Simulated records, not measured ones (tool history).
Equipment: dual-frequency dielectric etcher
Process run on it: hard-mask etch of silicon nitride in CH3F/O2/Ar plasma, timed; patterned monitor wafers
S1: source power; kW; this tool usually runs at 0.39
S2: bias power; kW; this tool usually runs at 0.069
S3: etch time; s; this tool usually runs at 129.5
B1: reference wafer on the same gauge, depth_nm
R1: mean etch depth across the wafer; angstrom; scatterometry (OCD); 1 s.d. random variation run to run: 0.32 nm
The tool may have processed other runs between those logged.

| run | hour | S1 | S2 | S3 | B1 | R1 |
|---|---|---|---|---|---|---|
| 1 | 0 | 0.46 | 0.069 | 129.5 | 89.3 | 996 |
| 2 | 100.1 | 0.39 | 0.069 | 129.5 | 89.4 | 917 |
| 3 | 137.5 | 0.39 | 0.069 | 120.5 | 89.4 | 859 |
| 4 | 233.8 | 0.39 | 0.069 | 129.5 | 89.5 | 918 |
| 5 | 298.7 | 0.39 | 0.069 | 129.5 | 89.3 | 916 |
| 6 | 344.5 | 0.39 | 0.069 | 129.5 | 89.4 | 914 |
|  | 364.3 | source power generator calibrated |
| 7 | 426.3 | 0.39 | 0.069 | 129.5 | 89.4 | 940 |
| 8 | 513 | 0.39 | 0.069 | 143 | 89.4 | 1037 |
|  | 556.4 | bias power generator calibrated |
|  | 569 | wet clean of the chamber |
|  | 650.3 | upper electrode replaced |
| 9 | 698 | 0.39 | 0.069 | 143 | 89.4 | 1052 |
| 10 | 744.1 | 0.39 | 0.069 | 143 | 89.5 | 1048 |
| 11 | 799.1 | 0.39 | 0.069 | 129.5 | 89.3 | 949 |
| 12 | 905.4 | 0.39 | 0.058 | 129.5 | 89.3 | 891 |
|  | 1170.9 | wet clean of the chamber |
| 13 | 1176.9 | 0.46 | 0.065 | 142 | 89.3 | 1090 |
|  | 1177.3 | gauge calibrated |
| 14 | 1221.8 | 0.39 | 0.08 | 129.5 | 89.5 | 991 |
| 15 | 1260 | 0.31 | 0.062 | 156 | 89.4 | 979 |
| 16 | 1363.2 | 0.39 | 0.054 | 129.5 | 89.4 | 864 |
| 17 | 1440.9 | 0.48 | 0.069 | 91.5 | 89.2 | 729 |
| 18 | 1542 | 0.39 | 0.069 | 129.5 | 89.4 | 938 |
| 19 | 1600.1 | 0.36 | 0.069 | 111.5 | 89.4 | 775 |
| 20 | 1661 | 0.39 | 0.069 | 129.5 | 89.5 | 933 |
| 21 | 1738 | 0.39 | 0.069 | 129.5 | 89.4 | 935 |
| 22 | 1803.3 | 0.39 | 0.069 | 165.5 | 89.3 | 1192 |
|  | 1867.5 | wet clean of the chamber |
| 23 | 1894.7 | 0.42 | 0.074 | 129.5 | 89.4 | 987 |
| 24 | 1951.4 | 0.31 | 0.062 | 162 | 89.4 | 1013 |
| 25 | 2147.1 | 0.39 | 0.079 | 129.5 | 89.4 | 973 |
| 26 | 2210 | 0.49 | 0.069 | 129.5 | 89.3 | 1037 |
| 27 | 2257.1 | 0.35 | 0.069 | 129.5 | 89.5 | 888 |
| 28 | 2296.4 | 0.35 | 0.079 | 101.5 | 89.3 | 728 |
| 29 | 2377 | 0.31 | 0.058 | 114 | 89.5 | 690 |
| 30 | 2430.5 | 0.36 | 0.06 | 129.5 | 89.5 | 851 |

Hidden state or all else? Some run-to-run changes of R1, split into what the settings, what came in and random variation would give without the hidden state, and what is left for the hidden state (with any gauge scatter that isn't in both results):
What the log doesn't record here: etch rate over this chamber's usual, %; source power that arrives over what is set, %; bias power that arrives over what is set, %; gauge reads high (%).
Run 6 -> 7: source power generator calibrated. R1 +26 angstrom: hidden state +23, all else +3.
Run 8 -> 9: bias power generator calibrated, wet clean of the chamber, upper electrode replaced. R1 +15 angstrom: hidden state +12, all else +3.
Run 12 -> 13: S1 0.39 -> 0.46, S2 0.058 -> 0.065, S3 129.5 -> 142, wet clean of the chamber. R1 +199 angstrom: hidden state -6, all else +205.
Run 17 -> 18: S1 0.48 -> 0.39, S3 91.5 -> 129.5. R1 +209 angstrom: hidden state -6, all else +215.
Run 21 -> 22: S3 129.5 -> 165.5. R1 +257 angstrom: hidden state -6, all else +263.
Run 22 -> 23: S1 0.39 -> 0.42, S2 0.069 -> 0.074, S3 165.5 -> 129.5, wet clean of the chamber. R1 -205 angstrom: hidden state +4, all else -209.
